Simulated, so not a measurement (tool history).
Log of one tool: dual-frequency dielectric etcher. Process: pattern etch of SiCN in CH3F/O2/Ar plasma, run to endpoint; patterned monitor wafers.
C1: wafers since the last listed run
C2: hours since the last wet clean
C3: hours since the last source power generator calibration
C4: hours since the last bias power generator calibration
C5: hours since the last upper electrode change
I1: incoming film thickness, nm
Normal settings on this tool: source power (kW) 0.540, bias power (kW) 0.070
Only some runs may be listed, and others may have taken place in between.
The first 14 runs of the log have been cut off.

Run 15, hour 1082.5: usual settings; C1 588; C2 371.2; C3 97.4; C4 1328.8; C5 1537.7; I1 6.92. Result: endpoint time (s) 14.5.
Run 16, hour 1180.7: usual settings; C1 1177; C2 469.4; C3 195.6; C4 1427.0; C5 1635.9; I1 7.00. Result: endpoint time (s) 14.8.
Run 17, hour 1221.6: usual settings; C1 490; C2 510.3; C3 236.5; C4 1467.9; C5 1676.8; I1 7.01. Result: endpoint time (s) 14.7.
Run 18, hour 1262.3: usual settings; C1 488; C2 551.0; C3 277.2; C4 1508.6; C5 1717.5; I1 6.99. Result: endpoint time (s) 14.6.
At hour 1362.5: wet clean of the chamber.
Run 19, hour 1363.0: usual settings but source power (kW) 0.620, bias power (kW) 0.077; C1 919; C2 0.5; C3 377.9; C4 1609.3; C5 1818.2; I1 6.95. Result: endpoint time (s) 13.7.
Run 20, hour 1403.3: usual settings; C1 483; C2 40.8; C3 418.2; C4 1649.6; C5 1858.5; I1 7.05. Result: endpoint time (s) 14.9.
Run 21, hour 1499.2: usual settings but source power (kW) 0.460, bias power (kW) 0.053; C1 1149; C2 136.7; C3 514.1; C4 1745.5; C5 1954.4; I1 7.01. Result: endpoint time (s) 16.5.
Run 22, hour 1578.3: usual settings but source power (kW) 0.600, bias power (kW) 0.078; C1 948; C2 215.8; C3 593.2; C4 1824.6; C5 2033.5; I1 6.97. Result: endpoint time (s) 13.8.
Run 23, hour 1654.0: usual settings but source power (kW) 0.420, bias power (kW) 0.083; C1 907; C2 291.5; C3 668.9; C4 1900.3; C5 2109.2; I1 7.00. Result: endpoint time (s) 15.1.
Run 24, hour 1743.1: usual settings but bias power (kW) 0.055; C1 1068; C2 380.6; C3 758.0; C4 1989.4; C5 2198.3; I1 6.96. Result: endpoint time (s) 15.3.
Run 25, hour 1852.0: usual settings; C1 1305; C2 489.5; C3 866.9; C4 2098.3; C5 2307.2; I1 6.94. Result: endpoint time (s) 14.4.

Run 26 comes next. What will it give?
At hour 1880.7: upper electrode replaced.
At hour 1902.7: wet clean of the chamber.
Run 26, hour 1927.4: usual settings but source power (kW) 0.670, bias power (kW) 0.054; C1 352; C2 24.7; C3 942.3; C4 2173.7; C5 46.7; I1 7.05. Result: endpoint time (s) ?.

Logged for run 26: endpoint time (s) 14.6.
Minus the tool's unlogged condition, the same run would have read endpoint time (s) 14.8.
